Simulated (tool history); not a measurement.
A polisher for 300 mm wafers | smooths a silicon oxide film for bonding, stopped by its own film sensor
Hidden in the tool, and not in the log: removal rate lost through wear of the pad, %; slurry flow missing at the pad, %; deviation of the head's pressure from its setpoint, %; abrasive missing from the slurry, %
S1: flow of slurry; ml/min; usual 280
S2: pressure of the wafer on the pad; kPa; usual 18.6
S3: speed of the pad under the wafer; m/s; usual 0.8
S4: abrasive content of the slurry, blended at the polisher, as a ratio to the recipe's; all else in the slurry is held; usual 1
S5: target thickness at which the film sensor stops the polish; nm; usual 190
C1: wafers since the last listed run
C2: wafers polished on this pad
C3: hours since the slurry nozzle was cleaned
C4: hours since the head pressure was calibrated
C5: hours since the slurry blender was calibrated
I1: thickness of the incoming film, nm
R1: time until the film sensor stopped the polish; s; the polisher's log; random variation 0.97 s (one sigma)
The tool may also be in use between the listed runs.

run,hour,S1,S2,S3,S4,S5,C1,C2,C3,C4,C5,I1,R1
1,0,280,18.6,0.8,1,190,0,2088,4,36.3,279,236.3,50.6
2,24,280,18.6,0.8,0.85,190,185,2273,28,60.3,303,237.4,59.1
# hour 65.8: slurry blender recalibrated
3,67.5,280,18.6,0.8,0.85,190,320,2594,71.5,103.8,1.7,240.3,64
# hour 85.7: worn pad replaced by a new one
4,92.5,280,18.6,0.8,1,190,162,52,96.5,128.8,26.7,240.7,54.3
5,133.5,280,18.6,0.8,1,190,316,369,137.5,169.8,67.7,239.2,52.7
6,161.3,280,18.6,0.8,1,194,214,584,165.3,197.6,95.5,234.6,44.7
7,208.8,280,18.6,0.8,1,194,367,951,212.8,245.1,143,240.1,47
8,238.9,280,18.6,0.8,1,190,232,1183,242.9,275.2,173.1,242.4,54.6
# hour 293.7: head pressure recalibrated
9,304.8,280,22.1,0.8,1,197,493,1677,308.8,11.1,239,240.2,44.3
10,329,280,22.1,0.8,1,197,187,1864,333,35.3,263.2,244.4,49.7
11,374.1,280,22.1,0.8,1,197,348,2213,378.1,80.4,308.3,236.6,42.1
# hour 377.5: slurry nozzle cleaned
# hour 399.5: slurry blender recalibrated
# hour 409.6: worn pad replaced by a new one
12,438.7,280,18.6,0.8,1,190,445,225,61.2,145,39.2,243.4,60.1
13,463,280,18.6,0.8,1,190,187,413,85.5,169.3,63.5,237.3,51.6
14,526,210,18.6,0.8,0.75,190,486,899,148.5,232.3,126.5,243.8,81.1
15,584.5,185,21.4,0.56,1,190,452,1351,207,290.8,185,244.2,75
# hour 625.3: head pressure recalibrated
16,642.7,280,18.6,1.02,1,190,434,1786,265.2,17.4,243.2,237.5,45.2
17,681.3,210,18.6,0.8,0.75,190,298,2084,303.8,56,281.8,239.7,83
# hour 695.8: worn pad replaced by a new one
# hour 734.8: slurry blender recalibrated
18,747.3,280,18.6,0.8,1,190,463,382,369.8,122,12.5,236.6,53.7
# hour 825.7: slurry nozzle cleaned
19,917.2,330,18.6,0.68,1,202,1305,1687,91.5,291.9,182.4,237.5,43
# hour 942.1: head pressure recalibrated
20,964.8,195,22.8,0.8,1,190,352,2040,139.1,22.7,230,241.6,52.6
21,995.2,205,15.9,0.8,1,190,234,2274,169.5,53.1,260.4,237.7,62.8
22,1031.7,280,18.6,0.8,1,206,282,2557,206,89.6,296.9,239.2,37.3
# hour 1037.9: worn pad replaced by a new one
# hour 1075.5: slurry blender recalibrated
23,1094.9,280,18.6,0.8,1,190,442,425,269.2,152.8,19.4,237,51.9
24,1144.2,235,18.6,0.8,1,190,380,806,318.5,202.1,68.7,237,55.6
25,1169.8,280,18.6,0.8,1,195,197,1004,344.1,227.7,94.3,241.5,52.5
26,1217.6,330,18.6,0.8,1.15,190,369,1373,391.9,275.5,142.1,242,50.4
# hour 1258.9: slurry nozzle cleaned
27,1280.4,280,22.8,0.8,1,190,477,1851,21.5,338.3,204.9,236.1,42.3
# hour 1298.8: head pressure recalibrated
28,1324.4,280,24.8,0.72,0.85,196,324,2175,65.5,25.6,248.9,237.9,47.1
# hour 1363.3: slurry blender recalibrated
29,1363.8,280,18.6,0.8,0.85,190,289,2464,104.9,65,0.5,239,63.2
# hour 1410.9: worn pad replaced by a new one
30,1419.5,315,18.6,0.58,1,190,399,66,160.6,120.7,56.2,243.2,75.3
31,1463.9,360,16.5,0.92,1,190,343,409,205,165.1,100.6,240.2,50.9

Some steps in R1 between neighbouring runs. How much of each would the tool show without its hidden state too (settings, what came in, random variation), and how much is left for the hidden state, with any gauge scatter that isn't in both results?
Run 8 -> 9: S2 18.6 -> 22.1, S5 190 -> 197, head pressure recalibrated. R1 -10.3 s: hidden state +4.9, all else -15.2.
Run 13 -> 14: S1 280 -> 210, S4 1 -> 0.75. R1 +29.5 s: hidden state -1.3, all else +30.8.
Run 15 -> 16: S1 185 -> 280, S2 21.4 -> 18.6, S3 0.56 -> 1.02, head pressure recalibrated. R1 -29.8 s: hidden state +3.3, all else -33.1.
Run 16 -> 17: S1 280 -> 210, S3 1.02 -> 0.8, S4 1 -> 0.75. R1 +37.8 s: hidden state +1.8, all else +36.
Run 18 -> 19: S1 280 -> 330, S3 0.8 -> 0.68, S5 190 -> 202, slurry nozzle cleaned. R1 -10.7 s: hidden state -4.4, all else -6.3.
Run 19 -> 20: S1 330 -> 195, S2 18.6 -> 22.8, S3 0.68 -> 0.8, S5 202 -> 190, head pressure recalibrated. R1 +9.6 s: hidden state +3.7, all else +5.9.
